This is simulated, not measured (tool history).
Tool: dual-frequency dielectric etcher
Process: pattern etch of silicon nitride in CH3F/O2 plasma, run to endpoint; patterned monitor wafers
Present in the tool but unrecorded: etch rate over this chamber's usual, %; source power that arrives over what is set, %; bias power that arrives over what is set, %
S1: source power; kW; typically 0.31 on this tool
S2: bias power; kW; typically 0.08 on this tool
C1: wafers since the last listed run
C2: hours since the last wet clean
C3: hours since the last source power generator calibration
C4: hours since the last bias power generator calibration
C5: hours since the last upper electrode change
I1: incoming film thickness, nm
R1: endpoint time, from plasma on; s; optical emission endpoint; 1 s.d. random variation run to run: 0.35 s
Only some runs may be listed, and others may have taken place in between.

run,hour,S1,S2,C1,C2,C3,C4,C5,I1,R1
1,0,0.31,0.095,0,133.7,3497.3,2718.8,2419.3,57,59.8
2,20.6,0.31,0.095,88,154.3,3517.9,2739.4,2439.9,56.5,59.1
3,36.8,0.31,0.095,69,170.5,3534.1,2755.6,2456.1,56.9,59
4,67.8,0.31,0.087,133,201.5,3565.1,2786.6,2487.1,56.6,61
5,89.3,0.31,0.087,92,223,3586.6,2808.1,2508.6,56.1,60.1
6,111.6,0.31,0.087,96,245.3,3608.9,2830.4,2530.9,56.7,60.1
7,131.9,0.31,0.08,87,265.6,3629.2,2850.7,2551.2,56.6,62.8
8,156.4,0.31,0.08,105,290.1,3653.7,2875.2,2575.7,56.2,62.1
9,189.9,0.28,0.08,144,323.6,3687.2,2908.7,2609.2,56.3,66.2
# hour 210.1: source power generator calibrated
10,210.6,0.31,0.08,71,344.3,0.5,2929.4,2629.9,56.3,61.5
11,233.4,0.31,0.08,98,367.1,23.3,2952.2,2652.7,56.3,61.5
12,263.9,0.31,0.08,131,397.6,53.8,2982.7,2683.2,56.3,61.1
13,285.7,0.31,0.08,93,419.4,75.6,3004.5,2705,56.4,61.1
# hour 310.7: upper electrode replaced
14,311.2,0.29,0.06,6,444.9,101.1,3030,0.5,56.4,72
# hour 316.5: bias power generator calibrated
15,324.2,0.27,0.063,38,457.9,114.1,7.7,13.5,56.6,73.2
16,342.6,0.29,0.092,79,476.3,132.5,26.1,31.9,56.8,60.7
# hour 374.4: wet clean of the chamber
17,433,0.37,0.098,285,58.6,222.9,116.5,122.3,55.7,53
18,462.4,0.36,0.08,126,88,252.3,145.9,151.7,56.1,58.6
19,482.7,0.25,0.064,87,108.3,272.6,166.2,172,56.8,80.3
20,495.8,0.31,0.087,56,121.4,285.7,179.3,185.1,56.6,61.7
21,510.2,0.35,0.067,62,135.8,300.1,193.7,199.5,56.9,63.9
22,540.5,0.35,0.098,130,166.1,330.4,224,229.8,56.6,54.4

Run 23, settings as shown, results not yet in. Your forecast:
23,574.6,0.31,0.08,146,200.2,364.5,258.1,263.9,56.7,?

{"run 23": {"R1": 63.1}}
Take away the tool's hidden state, keep the run-to-run variation as it was, and the same run would have given R1 64.3 s.
